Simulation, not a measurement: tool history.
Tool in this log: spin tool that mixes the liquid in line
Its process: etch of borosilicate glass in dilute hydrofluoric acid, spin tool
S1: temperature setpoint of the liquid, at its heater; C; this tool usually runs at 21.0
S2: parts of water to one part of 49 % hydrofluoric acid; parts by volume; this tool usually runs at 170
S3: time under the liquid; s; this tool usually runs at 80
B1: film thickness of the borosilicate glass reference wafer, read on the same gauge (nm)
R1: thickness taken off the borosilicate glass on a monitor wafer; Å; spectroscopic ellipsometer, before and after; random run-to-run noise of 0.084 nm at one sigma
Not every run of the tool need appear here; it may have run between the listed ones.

run,hour,S1,S2,S3,B1,R1
1,0.0,21.0,170,80,109.98,123.7
2,52.0,21.0,170,80,110.01,122.3
# hour 64.5: hydrofluoric acid flow meter replaced
3,122.2,21.0,170,80,109.96,123.1
4,204.8,21.0,170,80,109.96,122.8
5,247.1,21.0,170,80,110.05,124.8
6,349.1,21.0,170,80,110.03,123.9
7,447.1,21.0,170,80,109.98,124.3
# hour 485.0: thermometer replaced, repeated, since the last time left the tool worse
8,516.6,21.0,170,80,109.99,109.9
9,572.9,21.0,170,80,110.00,112.9
10,676.0,17.0,220,50,109.98,44.0
11,739.9,25.0,105,55,110.00,159.1
12,785.3,22.5,200,80,109.98,98.8
# hour 801.5: hydrofluoric acid flow meter replaced
13,843.5,19.5,145,110,109.99,176.7
14,934.6,24.0,95,40,110.01,124.3
15,976.1,21.0,170,80,110.01,115.0
16,1069.1,21.0,205,80,109.97,90.3
17,1139.4,21.0,170,130,110.05,185.8
18,1205.1,21.0,195,65,109.96,79.9
19,1295.0,21.0,170,80,110.01,117.2
# hour 1330.5: thermometer replaced
20,1382.4,21.0,170,80,109.99,111.4
21,1464.1,23.5,200,80,110.00,101.3
22,1505.5,25.5,245,55,109.99,58.1
# hour 1513.0: hydrofluoric acid flow meter replaced
23,1561.8,21.0,125,40,109.97,81.3
24,1610.8,19.5,150,80,110.05,122.7
25,1920.6,18.5,170,115,110.02,148.2
# hour 2046.7: thermometer replaced
26,2140.3,21.0,250,80,110.03,70.6
27,2242.1,21.0,170,80,109.99,113.7
# hour 2271.2: hydrofluoric acid flow meter replaced
28,2314.3,25.0,140,80,110.02,165.6
29,2395.5,24.5,170,110,109.98,179.2
30,2486.7,23.5,170,115,110.01,180.4
31,2541.9,21.0,170,80,109.97,114.6
32,2693.3,21.0,170,80,110.04,114.2
33,2763.5,23.5,170,125,110.03,197.9

Predict each of these 3 candidate next runs independently; none follows another, all start after run 33:
A,2763.9,22.5,170,80,?,?
B,2763.9,21.0,210,80,?,?
C,2763.9,21.0,105,95,?,?

run,B1,R1
A,109.95,122.6
B,109.95,89.9
C,109.95,239.4
Take away the tool's hidden state, keep each run's random variation, and the runs would have read:
run,R1
A,117.1
B,85.9
C,227.9
